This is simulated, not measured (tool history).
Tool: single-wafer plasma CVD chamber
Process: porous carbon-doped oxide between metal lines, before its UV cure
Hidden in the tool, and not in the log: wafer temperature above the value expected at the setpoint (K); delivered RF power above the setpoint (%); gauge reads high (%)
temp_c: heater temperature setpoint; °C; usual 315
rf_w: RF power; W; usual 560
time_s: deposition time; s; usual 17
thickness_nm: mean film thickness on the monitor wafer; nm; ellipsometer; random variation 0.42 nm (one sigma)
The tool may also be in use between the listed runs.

| run | hour | temp_c | rf_w | time_s | wafers since the last listed run | hours since the last thermocouple change | hours since the last RF generator calibration | hours since the showerhead was replaced | hours since the gauge calibration | read-back reference wafer on the same gauge, thickness_nm | thickness_nm |
|---|---|---|---|---|---|---|---|---|---|---|---|
| 1 | 0 | 315 | 560 | 17 | 0 | 1367.6 | 834.8 | 2118.7 | 757.5 | 71.233 | 81.159 |
| 2 | 66 | 306 | 560 | 17 | 1411 | 1433.6 | 900.8 | 2184.7 | 823.5 | 71.265 | 84.516 |
| 3 | 103.7 | 306 | 560 | 17 | 806 | 1471.3 | 938.5 | 2222.4 | 861.2 | 71.133 | 85.119 |
| 4 | 144.3 | 315 | 560 | 17 | 868 | 1511.9 | 979.1 | 2263 | 901.8 | 71.201 | 81.831 |
| 5 | 192.3 | 315 | 560 | 17 | 1026 | 1559.9 | 1027.1 | 2311 | 949.8 | 71.211 | 80.821 |
| 6 | 223.7 | 323 | 560 | 17 | 671 | 1591.3 | 1058.5 | 2342.4 | 981.2 | 71.312 | 79.132 |
| 7 | 252.4 | 315 | 500 | 17.7 | 613 | 1620 | 1087.2 | 2371.1 | 1009.9 | 71.247 | 77.919 |
| 8 | 296 | 315 | 500 | 17.7 | 932 | 1663.6 | 1130.8 | 2414.7 | 1053.5 | 71.189 | 77.759 |
| 9 | 411.5 | 315 | 500 | 17.7 | 2470 | 1779.1 | 1246.3 | 2530.2 | 1169 | 71.239 | 77.408 |
| 10 | 453.3 | 315 | 560 | 17 | 893 | 1820.9 | 1288.1 | 2572 | 1210.8 | 71.173 | 80.417 |
| 11 | 494.1 | 315 | 560 | 17 | 872 | 1861.7 | 1328.9 | 2612.8 | 1251.6 | 71.152 | 81.344 |
| 12 | 535.6 | 315 | 560 | 17 | 887 | 1903.2 | 1370.4 | 2654.3 | 1293.1 | 71.259 | 80.073 |
| 13 | 601.5 | 315 | 560 | 17 | 1409 | 1969.1 | 1436.3 | 2720.2 | 1359 | 71.216 | 80.506 |
| 14 | 652.8 | 315 | 560 | 17 | 1097 | 2020.4 | 1487.6 | 2771.5 | 1410.3 | 71.175 | 80.568 |
|  | 686.6 | RF generator calibrated |
| 15 | 687.1 | 315 | 560 | 17 | 562 | 2054.7 | 0.5 | 2805.8 | 1444.6 | 71.191 | 78.048 |
|  | 724.5 | showerhead replaced |
| 16 | 736.3 | 315 | 500 | 18.3 | 881 | 2103.9 | 49.7 | 11.8 | 1493.8 | 71.226 | 77.328 |
| 17 | 785.9 | 306 | 560 | 17 | 1060 | 2153.5 | 99.3 | 61.4 | 1543.4 | 71.184 | 81.019 |
| 18 | 815.5 | 315 | 560 | 17 | 633 | 2183.1 | 128.9 | 91 | 1573 | 71.271 | 77.671 |
| 19 | 867.3 | 315 | 560 | 17 | 1107 | 2234.9 | 180.7 | 142.8 | 1624.8 | 71.182 | 77.536 |
| 20 | 914.2 | 315 | 665 | 15.8 | 1002 | 2281.8 | 227.6 | 189.7 | 1671.7 | 71.176 | 80.554 |
|  | 932.3 | gauge calibrated |
|  | 972 | thermocouple changed; heater temperature recalibrated |
|  | 1038.8 | RF generator calibrated, repeated, since the last time left the tool worse |
| 21 | 1039.3 | 324 | 460 | 14.5 | 2333 | 67.3 | 0.5 | 314.8 | 107 | 71.212 | 60.163 |
| 22 | 1065.5 | 329 | 640 | 17 | 560 | 93.5 | 26.7 | 341 | 133.2 | 71.29 | 85.274 |
| 23 | 1121 | 311 | 655 | 19.3 | 1186 | 149 | 82.2 | 396.5 | 188.7 | 71.192 | 106.903 |
| 24 | 1164.6 | 315 | 645 | 20.1 | 932 | 192.6 | 125.8 | 440.1 | 232.3 | 71.227 | 108.022 |
| 25 | 1222.8 | 327 | 465 | 18.2 | 1244 | 250.8 | 184 | 498.3 | 290.5 | 71.22 | 73.872 |
| 26 | 1284.2 | 315 | 560 | 17 | 1313 | 312.2 | 245.4 | 559.7 | 351.9 | 71.216 | 82.486 |
| 27 | 1335 | 315 | 560 | 14.7 | 1086 | 363 | 296.2 | 610.5 | 402.7 | 71.237 | 72.391 |
| 28 | 1364.3 | 315 | 485 | 18.1 | 626 | 392.3 | 325.5 | 639.8 | 432 | 71.19 | 79.536 |
| 29 | 1425.6 | 303 | 560 | 17 | 1310 | 453.6 | 386.8 | 701.1 | 493.3 | 71.185 | 87.212 |
| 30 | 1453.9 | 323 | 590 | 19.4 | 605 | 481.9 | 415.1 | 729.4 | 521.6 | 71.152 | 93.093 |
| 31 | 1516 | 327 | 560 | 14.3 | 1328 | 544 | 477.2 | 791.5 | 583.7 | 71.216 | 66.211 |
| 32 | 1573.8 | 304 | 600 | 17 | 1236 | 601.8 | 535 | 849.3 | 641.5 | 71.194 | 90.869 |
| 33 | 1642.5 | 315 | 450 | 17 | 1469 | 670.5 | 603.7 | 918 | 710.2 | 71.209 | 70.581 |
| 34 | 1680.7 | 324 | 610 | 13.6 | 816 | 708.7 | 641.9 | 956.2 | 748.4 | 71.176 | 67.346 |

Forecast each of these 4 alternatives for the next run:
| A | 1681.1 | 315 | 560 | 17 | 8 | 709.1 | 642.3 | 956.6 | 748.8 | ? | ? |
| B | 1681.1 | 315 | 465 | 18.1 | 8 | 709.1 | 642.3 | 956.6 | 748.8 | ? | ? |
| C | 1681.1 | 305 | 560 | 15.3 | 8 | 709.1 | 642.3 | 956.6 | 748.8 | ? | ? |
| D | 1681.1 | 315 | 495 | 17 | 8 | 709.1 | 642.3 | 956.6 | 748.8 | ? | ? |

| run | read-back reference wafer on the same gauge, thickness_nm | thickness_nm |
|---|---|---|
| A | 71.121 | 82.337 |
| B | 71.121 | 76.74 |
| C | 71.121 | 77.962 |
| D | 71.121 | 75.566 |
Without the tool's hidden state the same runs would have given:
| run | thickness_nm |
|---|---|
| A | 83.687 |
| B | 78.11 |
| C | 79.24 |
| D | 76.844 |

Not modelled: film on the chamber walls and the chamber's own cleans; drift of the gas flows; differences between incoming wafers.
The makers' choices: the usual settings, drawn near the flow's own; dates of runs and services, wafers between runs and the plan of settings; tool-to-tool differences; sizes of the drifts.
